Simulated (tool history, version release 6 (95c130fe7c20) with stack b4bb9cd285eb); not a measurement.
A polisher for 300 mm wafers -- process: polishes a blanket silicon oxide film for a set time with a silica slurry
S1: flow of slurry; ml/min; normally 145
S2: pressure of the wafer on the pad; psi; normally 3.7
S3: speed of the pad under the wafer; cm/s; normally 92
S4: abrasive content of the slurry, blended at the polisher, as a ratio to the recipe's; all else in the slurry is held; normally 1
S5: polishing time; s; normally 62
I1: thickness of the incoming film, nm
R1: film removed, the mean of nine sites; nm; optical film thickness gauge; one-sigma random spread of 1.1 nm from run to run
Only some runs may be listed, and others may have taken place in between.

Run 1, hour 0: usual settings but S1 175 ml/min; I1 1259.1. Result: R1 131.8 nm.
Run 2, hour 17: usual settings but S5 51 s; I1 1276.4. Result: R1 105.3 nm.
Run 3, hour 36.3: usual settings; I1 1262.5. Result: R1 127.3 nm.
At hour 44.7: worn pad replaced by a new one.
Run 4, hour 63.5: usual settings but S5 70 s; I1 1266.8. Result: R1 144 nm.
Run 5, hour 76.9: usual settings but S1 170 ml/min, S2 2.9 psi; I1 1266.1. Result: R1 111.5 nm.
Run 6, hour 106.3: usual settings; I1 1244.1. Result: R1 126.4 nm.
At hour 122.8: slurry nozzle cleaned.
Run 7, hour 124: usual settings but S4 1.15; I1 1249.3. Result: R1 142.1 nm.
Run 8, hour 156.2: usual settings; I1 1261.8. Result: R1 132.6 nm.
At hour 164.3: conditioning disc replaced and pad reconditioned.
At hour 176.2: slurry blender recalibrated.
Run 9, hour 188.2: usual settings; I1 1266.2. Result: R1 130.6 nm.
Run 10, hour 222.6: usual settings but S1 180 ml/min, S3 68 cm/s; I1 1247.3. Result: R1 105.8 nm.
At hour 235.8: head pressure recalibrated.
Run 11, hour 236.3: usual settings; I1 1260.2. Result: R1 129.3 nm.
Run 12, hour 250.5: usual settings but S2 2.4 psi; I1 1267. Result: R1 99.5 nm.
At hour 269.9: worn pad replaced by a new one.
Run 13, hour 279.3: usual settings but S5 73 s; I1 1277.2. Result: R1 153.9 nm.
Run 14, hour 308.2: usual settings but S2 3 psi, S5 83 s; I1 1258.5. Result: R1 153.5 nm.
Run 15, hour 338.1: usual settings but S2 2.9 psi, S3 106 cm/s; I1 1275.1. Result: R1 124.8 nm.
Run 16, hour 350.7: usual settings but S2 4 psi, S3 114 cm/s; I1 1242.3. Result: R1 161.9 nm.
At hour 363.3: conditioning disc replaced and pad reconditioned.
Run 17, hour 371.1: usual settings but S1 115 ml/min, S2 4.5 psi, S3 106 cm/s; I1 1257.6. Result: R1 157.8 nm.
Run 18, hour 406.1: usual settings but S2 2.5 psi, S5 70 s; I1 1236.6. Result: R1 113.8 nm.
Run 19, hour 425.3: usual settings but S1 175 ml/min; I1 1254.9. Result: R1 132.9 nm.
Run 20, hour 457.3: usual settings; I1 1257.4. Result: R1 128.9 nm.
At hour 486.2: worn pad replaced by a new one.
Run 21, hour 486.7: usual settings but S5 81 s; I1 1263.2. Result: R1 171 nm.
Run 22, hour 513.5: usual settings but S3 74 cm/s; I1 1254.9. Result: R1 109.2 nm.
Run 23, hour 540.2: usual settings but S2 4.4 psi; I1 1236.1. Result: R1 145 nm.
Run 24, hour 571.9: usual settings but S5 75 s; I1 1275.8. Result: R1 156.2 nm.
At hour 579.4: conditioning disc replaced and pad reconditioned.
Run 25, hour 604.6: usual settings but S1 105 ml/min, S5 73 s; I1 1266.1. Result: R1 137.7 nm.

5 options for the next run, each taken on its own from the tool as it stands now. Forecast them:
Run A, hour 605: usual settings but S2 3.2 psi; I1 1278.2. Result: R1 ?.
Run B, hour 605: usual settings but S1 175 ml/min, S2 3 psi, S3 60 cm/s; I1 1278.2. Result: R1 ?.
Run C, hour 605: usual settings but S1 185 ml/min, S5 81 s; I1 1278.2. Result: R1 ?.
Run D, hour 605: usual settings but S1 100 ml/min, S5 48 s; I1 1278.2. Result: R1 ?.
Run E, hour 605: usual settings but S5 44 s; I1 1278.2. Result: R1 ?.

run     R1
  A    118
  B   83.4
  C  177.5
  D   91.1
  E   92.1
Take away the tool's hidden state, keep each run's random variation, and the runs would have read:
run     R1
  A  120.1
  B   84.7
  C  180.1
  D   93.5
  E   93.8
